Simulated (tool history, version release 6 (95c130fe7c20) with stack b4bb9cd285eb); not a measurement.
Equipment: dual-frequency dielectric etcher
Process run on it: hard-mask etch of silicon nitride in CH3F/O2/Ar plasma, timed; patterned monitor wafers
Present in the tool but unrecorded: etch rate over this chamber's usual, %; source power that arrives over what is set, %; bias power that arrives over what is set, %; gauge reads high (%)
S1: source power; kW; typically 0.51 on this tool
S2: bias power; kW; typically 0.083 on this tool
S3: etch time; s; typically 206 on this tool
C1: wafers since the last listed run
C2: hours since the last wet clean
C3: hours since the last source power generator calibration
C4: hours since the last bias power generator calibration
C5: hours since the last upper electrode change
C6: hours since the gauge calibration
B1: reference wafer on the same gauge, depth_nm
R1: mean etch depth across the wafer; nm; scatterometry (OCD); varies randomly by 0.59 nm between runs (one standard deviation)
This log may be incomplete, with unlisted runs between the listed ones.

run   hour    S1     S2     S3   C1     C2      C3      C4      C5     C6     B1     R1
  1      0  0.51  0.083    206    0  356.6  3304.6  1887.4  4304.2   30.8  178.1  168.9
  2   13.6  0.51  0.083    206   72  370.2  3318.2    1901  4317.8   44.4  177.8  169.7
  3   25.7  0.51  0.083    206   64  382.3  3330.3  1913.1  4329.9   56.5  178.2  168.2
  4   33.2  0.51  0.083    206   39  389.8  3337.8  1920.6  4337.4     64    178  170.2
  5   49.9  0.51   0.07    165   88  406.5  3354.5  1937.3  4354.1   80.7  178.1  123.9
  6     67  0.51   0.07    165   90  423.6  3371.6  1954.4  4371.2   97.8  177.9  124.1
  7   77.4  0.51   0.07    165   55    434    3382  1964.8  4381.6  108.2  177.9    124
  8   83.5  0.51  0.083    206   32  440.1  3388.1  1970.9  4387.7  114.3    178  169.2
  9   98.6  0.51  0.083    206   80  455.2  3403.2    1986  4402.8  129.4  177.9  168.9
     108.4  -- source power generator calibrated
 10  130.9  0.51  0.083    206  150  487.5    22.5  2018.3  4435.1  161.7  177.8  168.7
 11  148.2  0.48  0.073    206   91  504.8    39.8  2035.6  4452.4    179    178  153.5
 12  166.2  0.48  0.073    206   95  522.8    57.8  2053.6  4470.4    197  178.1  152.2
     212.5  -- upper electrode replaced
 13    213  0.57  0.083    206  121  569.6   104.6  2100.4     0.5  243.8    178  180.9
 14  220.1  0.51  0.094  239.5   37  576.7   111.7  2107.5     7.6  250.9    178  208.4
 15  232.7  0.39  0.071    187   66  589.3   124.3  2120.1    20.2  263.5  178.1  118.3
     245.4  -- bias power generator calibrated
     249.7  -- gauge calibrated
     261.3  -- wet clean of the chamber
 16  261.8  0.51  0.083  233.5   49    0.5   153.4    16.4    49.3   12.1  177.9  192.1
 17  262.1  0.51  0.101  160.5    1    0.8   153.7    16.7    49.6   12.4  177.9  144.4
 18  265.6  0.51  0.083  257.5   18    4.3   157.2    20.2    53.1   15.9  177.7    211
 19  280.4  0.59  0.083    206   78   19.1     172      35    67.9   30.7  177.9  183.2
 20  292.1  0.55  0.083    206   62   30.8   183.7    46.7    79.6   42.4  178.1  175.9
 21  299.4  0.45  0.065    206   38   38.1     191      54    86.9   49.7    178  138.8
 22  312.6  0.51  0.083    206   70   51.3   204.2    67.2   100.1   62.9  177.9  169.4
 23  323.3  0.43  0.092    237   56     62   214.9    77.9   110.8   73.6    178  183.5
 24  340.9  0.55  0.094    223   93   79.6   232.5    95.5   128.4   91.2  178.2  201.9
 25  350.6  0.51  0.083    206   51   89.3   242.2   105.2   138.1  100.9    178  169.1

Here are 4 independent what-if runs from the current tool condition. What would each one return?
  A  351.1  0.51  0.083  170.5   2  89.8  242.7  105.7  138.6  101.4   ?   ?
  B  351.1  0.45  0.083    239   2  89.8  242.7  105.7  138.6  101.4   ?   ?
  C  351.1  0.43  0.083    206   2  89.8  242.7  105.7  138.6  101.4   ?   ?
  D  351.1  0.51  0.063  231.5   2  89.8  242.7  105.7  138.6  101.4   ?   ?

run     B1     R1
  A  177.9  139.5
  B  177.9  180.8
  C  177.9  151.2
  D  177.9  165.5
The same runs, with their run-to-run variation unchanged, on a tool lacking any hidden condition would have given:
run     R1
  A  139.5
  B  180.8
  C  151.2
  D  165.5
